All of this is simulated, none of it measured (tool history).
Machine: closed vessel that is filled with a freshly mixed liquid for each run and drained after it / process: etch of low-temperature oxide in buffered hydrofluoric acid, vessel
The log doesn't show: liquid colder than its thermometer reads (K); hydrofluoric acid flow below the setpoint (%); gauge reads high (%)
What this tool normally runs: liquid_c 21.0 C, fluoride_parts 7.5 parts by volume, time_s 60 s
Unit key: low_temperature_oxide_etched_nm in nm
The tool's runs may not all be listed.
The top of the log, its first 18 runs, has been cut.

run	day	liquid_c	fluoride_parts	time_s	wafers since the last listed run	hours since the thermometer was replaced	hours since the hydrofluoric acid flow meter was replaced	hours since the gauge calibration	read-back film thickness of the low-temperature oxide reference wafer, read on the same gauge (nm)	low_temperature_oxide_etched_nm
19	71.388	23.5	10.0	60	10091	1319.2	292.4	1362.5	70.00	207.97
20	75.150	19.0	8.5	30	12070	1409.5	382.7	1452.8	69.99	91.92
21	79.512	21.0	10.0	60	13995	1514.2	487.4	1557.5	70.00	180.66
22	81.504	17.5	6.5	60	6389	1562.0	535.2	1605.3	69.99	219.65
23	85.092	19.5	5.0	80	11508	1648.1	621.3	1691.4	69.99	408.12
24	86.721	21.0	9.0	45	5226	1687.2	660.4	1730.5	70.01	143.74
25	91.000	19.0	7.5	60	13727	1789.9	763.1	1833.2	70.00	207.43
# day 94.942: thermometer replaced
26	95.400	21.0	9.5	85	13981	11.0	868.7	1938.8	70.02	278.16
27	99.546	22.5	5.5	30	13299	110.5	968.2	2038.3	70.00	177.70
# day 102.588: gauge calibrated
28	103.483	19.5	5.0	80	12631	205.0	1062.7	21.5	70.01	434.14
29	105.688	21.0	7.5	60	7071	257.9	1115.6	74.4	69.98	245.33
30	107.829	21.0	7.5	75	6870	309.3	1167.0	125.8	69.99	306.50
31	109.554	21.0	7.5	40	5533	350.7	1208.4	167.2	69.98	165.46
# day 110.692: hydrofluoric acid flow meter replaced
32	113.733	21.0	9.0	95	13273	451.0	73.0	267.5	70.00	322.98
33	115.738	21.0	7.5	60	6429	499.1	121.1	315.6	70.01	239.96

Consider 3 possible next runs. They are alternatives, not a sequence: every one starts from the tool as it was left by run 33. What does each give?
A	115.767	21.0	7.5	60	93	499.8	121.8	316.3	?	?
B	115.767	17.0	7.5	60	93	499.8	121.8	316.3	?	?
C	115.767	19.5	9.5	85	93	499.8	121.8	316.3	?	?

run	read-back film thickness of the low-temperature oxide reference wafer, read on the same gauge (nm)	low_temperature_oxide_etched_nm
A	69.99	245.82
B	69.99	196.08
C	69.99	253.94
Had the tool no hidden state, the same runs would have come out as:
run	low_temperature_oxide_etched_nm
A	253.46
B	202.34
C	261.92
